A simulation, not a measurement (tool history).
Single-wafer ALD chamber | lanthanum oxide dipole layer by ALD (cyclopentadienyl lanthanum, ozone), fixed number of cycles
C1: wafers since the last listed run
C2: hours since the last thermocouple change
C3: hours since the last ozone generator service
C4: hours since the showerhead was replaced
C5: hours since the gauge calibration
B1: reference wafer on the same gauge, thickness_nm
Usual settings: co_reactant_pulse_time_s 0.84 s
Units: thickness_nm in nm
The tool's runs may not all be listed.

{"run": 1, "day": 0.0, "co_reactant_pulse_time_s": 1.01, "C1": 0, "C2": 1234.8, "C3": 343.8, "C4": 5112, "C5": 483.7, "B1": 0.432, "thickness_nm": 0.499}
{"run": 2, "day": 3.05, "co_reactant_pulse_time_s": 1.01, "C1": 1062, "C2": 1308, "C3": 417, "C4": 5185.2, "C5": 556.9, "B1": 0.432, "thickness_nm": 0.503}
{"run": 3, "day": 6.521, "co_reactant_pulse_time_s": 0.84, "C1": 1209, "C2": 1391.3, "C3": 500.3, "C4": 5268.5, "C5": 640.2, "B1": 0.431, "thickness_nm": 0.466}
{"run": 4, "day": 8.954, "co_reactant_pulse_time_s": 0.84, "C1": 847, "C2": 1449.7, "C3": 558.7, "C4": 5326.9, "C5": 698.6, "B1": 0.432, "thickness_nm": 0.468}
{"run": 5, "day": 11.404, "co_reactant_pulse_time_s": 0.84, "C1": 853, "C2": 1508.5, "C3": 617.5, "C4": 5385.7, "C5": 757.4, "B1": 0.431, "thickness_nm": 0.469}
{"run": 6, "day": 14.438, "co_reactant_pulse_time_s": 0.84, "C1": 1056, "C2": 1581.3, "C3": 690.3, "C4": 5458.5, "C5": 830.2, "B1": 0.431, "thickness_nm": 0.466}
{"day": 15.338, "done": "gauge calibrated"}
{"run": 7, "day": 17.608, "co_reactant_pulse_time_s": 0.84, "C1": 1104, "C2": 1657.4, "C3": 766.4, "C4": 5534.6, "C5": 54.5, "B1": 0.432, "thickness_nm": 0.467}
{"run": 8, "day": 19.583, "co_reactant_pulse_time_s": 0.92, "C1": 687, "C2": 1704.8, "C3": 813.8, "C4": 5582, "C5": 101.9, "B1": 0.432, "thickness_nm": 0.479}
{"day": 22.883, "done": "ozone generator serviced"}
{"run": 9, "day": 22.912, "co_reactant_pulse_time_s": 1.01, "C1": 1043, "C2": 1784.7, "C3": 0.7, "C4": 5661.9, "C5": 181.8, "B1": 0.431, "thickness_nm": 0.501}
{"day": 23.521, "done": "showerhead replaced"}
{"run": 10, "day": 27.154, "co_reactant_pulse_time_s": 0.64, "C1": 1361, "C2": 1886.5, "C3": 102.5, "C4": 87.2, "C5": 283.6, "B1": 0.432, "thickness_nm": 0.417}
{"day": 28.617, "done": "thermocouple changed; heater temperature recalibrated"}
{"run": 11, "day": 30.704, "co_reactant_pulse_time_s": 1.02, "C1": 1120, "C2": 50.1, "C3": 187.7, "C4": 172.4, "C5": 368.8, "B1": 0.432, "thickness_nm": 0.503}
{"run": 12, "day": 32.254, "co_reactant_pulse_time_s": 0.51, "C1": 539, "C2": 87.3, "C3": 224.9, "C4": 209.6, "C5": 406, "B1": 0.432, "thickness_nm": 0.368}
{"run": 13, "day": 36.071, "co_reactant_pulse_time_s": 1.15, "C1": 1329, "C2": 178.9, "C3": 316.5, "C4": 301.2, "C5": 497.6, "B1": 0.432, "thickness_nm": 0.516}
{"run": 14, "day": 38.704, "co_reactant_pulse_time_s": 0.73, "C1": 917, "C2": 242.1, "C3": 379.7, "C4": 364.4, "C5": 560.8, "B1": 0.431, "thickness_nm": 0.44}
{"run": 15, "day": 40.35, "co_reactant_pulse_time_s": 0.73, "C1": 573, "C2": 281.6, "C3": 419.2, "C4": 403.9, "C5": 600.3, "B1": 0.432, "thickness_nm": 0.441}
{"run": 16, "day": 43.25, "co_reactant_pulse_time_s": 0.75, "C1": 1010, "C2": 351.2, "C3": 488.8, "C4": 473.5, "C5": 669.9, "B1": 0.432, "thickness_nm": 0.444}

Forecast each of these 5 alternatives for the next run:
{"run": "A", "day": 43.267, "co_reactant_pulse_time_s": 0.84, "C1": 5, "C2": 351.6, "C3": 489.2, "C4": 473.9, "C5": 670.3, "B1": "?", "thickness_nm": "?"}
{"run": "B", "day": 43.267, "co_reactant_pulse_time_s": 0.61, "C1": 5, "C2": 351.6, "C3": 489.2, "C4": 473.9, "C5": 670.3, "B1": "?", "thickness_nm": "?"}
{"run": "C", "day": 43.267, "co_reactant_pulse_time_s": 0.55, "C1": 5, "C2": 351.6, "C3": 489.2, "C4": 473.9, "C5": 670.3, "B1": "?", "thickness_nm": "?"}
{"run": "D", "day": 43.267, "co_reactant_pulse_time_s": 1.04, "C1": 5, "C2": 351.6, "C3": 489.2, "C4": 473.9, "C5": 670.3, "B1": "?", "thickness_nm": "?"}
{"run": "E", "day": 43.267, "co_reactant_pulse_time_s": 0.96, "C1": 5, "C2": 351.6, "C3": 489.2, "C4": 473.9, "C5": 670.3, "B1": "?", "thickness_nm": "?"}

run=A B1=0.431 thickness_nm=0.47
run=B B1=0.431 thickness_nm=0.406
run=C B1=0.431 thickness_nm=0.383
run=D B1=0.431 thickness_nm=0.507
run=E B1=0.431 thickness_nm=0.494
Without the tool's hidden state the same runs would have given:
run=A thickness_nm=0.476
run=B thickness_nm=0.412
run=C thickness_nm=0.39
run=D thickness_nm=0.512
run=E thickness_nm=0.499
